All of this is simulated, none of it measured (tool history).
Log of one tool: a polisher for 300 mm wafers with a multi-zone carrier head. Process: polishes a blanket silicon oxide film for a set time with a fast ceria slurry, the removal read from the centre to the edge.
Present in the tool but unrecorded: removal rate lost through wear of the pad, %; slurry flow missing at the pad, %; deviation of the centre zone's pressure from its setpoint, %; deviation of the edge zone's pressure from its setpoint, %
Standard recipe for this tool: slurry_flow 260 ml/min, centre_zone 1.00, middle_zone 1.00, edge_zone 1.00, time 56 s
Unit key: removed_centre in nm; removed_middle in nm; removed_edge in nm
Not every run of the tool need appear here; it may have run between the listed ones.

run	hour	slurry_flow	centre_zone	middle_zone	edge_zone	time	wafers since the last listed run	wafers polished on this pad	hours since the slurry nozzle was cleaned	hours since the centre zone pressure was calibrated	hours since the edge zone pressure was calibrated	hours since the carrier head's membrane was replaced	incoming thickness of the incoming film, nm	removed_centre	removed_middle	removed_edge
1	0.0	260	1.00	1.00	1.00	56	0	409	88.8	682.5	8.0	479.5	3377.2	1088.9	1098.9	1051.9
2	98.7	260	1.00	1.00	1.00	56	1114	1524	187.5	781.2	106.7	578.2	3347.0	1044.1	1048.2	1046.3
# hour 119.9: centre zone pressure recalibrated
3	133.0	260	1.00	1.00	1.00	56	364	1889	221.8	13.1	141.0	612.5	3298.6	1066.9	1070.3	1028.1
4	208.6	260	1.00	1.00	1.00	56	853	2742	297.4	88.7	216.6	688.1	3307.3	1045.6	1059.6	1044.1
# hour 216.4: worn pad replaced by a new one
5	222.1	345	1.00	1.00	1.05	50	107	63	310.9	102.2	230.1	701.6	3322.0	973.3	986.0	967.2
6	270.1	315	1.08	1.00	1.06	56	542	605	358.9	150.2	278.1	749.6	3293.3	1178.3	1076.4	1073.0
7	295.1	345	1.00	1.00	1.05	50	282	888	383.9	175.2	303.1	774.6	3356.4	988.2	979.5	965.8
8	326.5	260	1.00	0.89	1.00	56	354	1242	415.3	206.6	334.5	806.0	3370.5	1061.1	959.6	1035.8
9	346.1	215	1.00	1.10	1.00	56	221	1464	434.9	226.2	354.1	825.6	3345.9	1011.4	1088.3	990.0
10	362.5	210	1.00	1.00	1.00	45	185	1649	451.3	242.6	370.5	842.0	3341.2	788.1	799.8	793.5
11	395.1	185	1.12	1.04	0.88	56	368	2017	483.9	275.2	403.1	874.6	3319.3	1011.6	971.8	906.0
# hour 414.8: carrier head's membrane replaced by a new one
12	421.5	260	1.00	1.00	1.00	56	241	2259	510.3	301.6	429.5	6.7	3342.7	1036.4	1044.6	1011.4
# hour 449.6: worn pad replaced by a new one
13	470.1	260	1.00	1.00	0.93	56	503	231	558.9	350.2	478.1	55.3	3334.4	1029.6	1029.3	1001.6
14	491.8	215	1.09	0.90	1.12	56	245	476	580.6	371.9	499.8	77.0	3274.7	1041.9	904.7	1011.3
15	506.8	260	1.07	1.00	0.95	56	169	646	595.6	386.9	514.8	92.0	3340.3	1089.2	1028.7	1000.0
16	528.7	230	1.00	0.88	1.00	56	247	893	617.5	408.8	536.7	113.9	3371.7	972.8	889.5	989.5
17	551.9	315	1.00	1.08	1.00	56	262	1155	640.7	432.0	559.9	137.1	3316.7	1058.4	1125.4	1020.7
18	570.8	260	1.00	1.00	1.00	56	213	1369	659.6	450.9	578.8	156.0	3354.1	996.2	1017.7	1000.3
19	601.1	260	1.00	1.00	1.00	56	342	1711	689.9	481.2	609.1	186.3	3373.4	976.4	999.5	981.9
20	627.6	235	1.09	1.04	1.00	56	299	2010	716.4	507.7	635.6	212.8	3337.7	1017.7	989.8	952.5
21	661.2	180	0.92	1.11	1.00	56	379	2390	750.0	541.3	669.2	246.4	3365.9	696.9	870.3	855.8
# hour 692.6: worn pad replaced by a new one
22	693.1	260	1.00	1.06	1.00	41	315	5	781.9	573.2	701.1	278.3	3337.8	665.9	730.1	694.0

4 ways to go on from here, each from the tool as it stands after run 22. What would each give?
A	693.5	260	1.00	1.04	1.00	56	4	9	782.3	573.6	701.5	278.7	3303.3	?	?	?
B	693.5	300	1.00	1.04	1.00	56	4	9	782.3	573.6	701.5	278.7	3303.3	?	?	?
C	693.5	260	0.91	0.96	1.11	56	4	9	782.3	573.6	701.5	278.7	3303.3	?	?	?
D	693.5	190	1.00	1.00	1.00	56	4	9	782.3	573.6	701.5	278.7	3303.3	?	?	?

run	removed_centre	removed_middle	removed_edge
A	931.6	987.7	962.0
B	979.5	1032.3	992.6
C	846.6	925.6	997.1
D	774.4	816.4	866.4
Without the tool's hidden state the same runs would have given:
run	removed_centre	removed_middle	removed_edge
A	1071.3	1118.0	1052.8
B	1096.9	1142.1	1070.0
C	973.6	1047.7	1091.3
D	982.0	1002.1	994.9
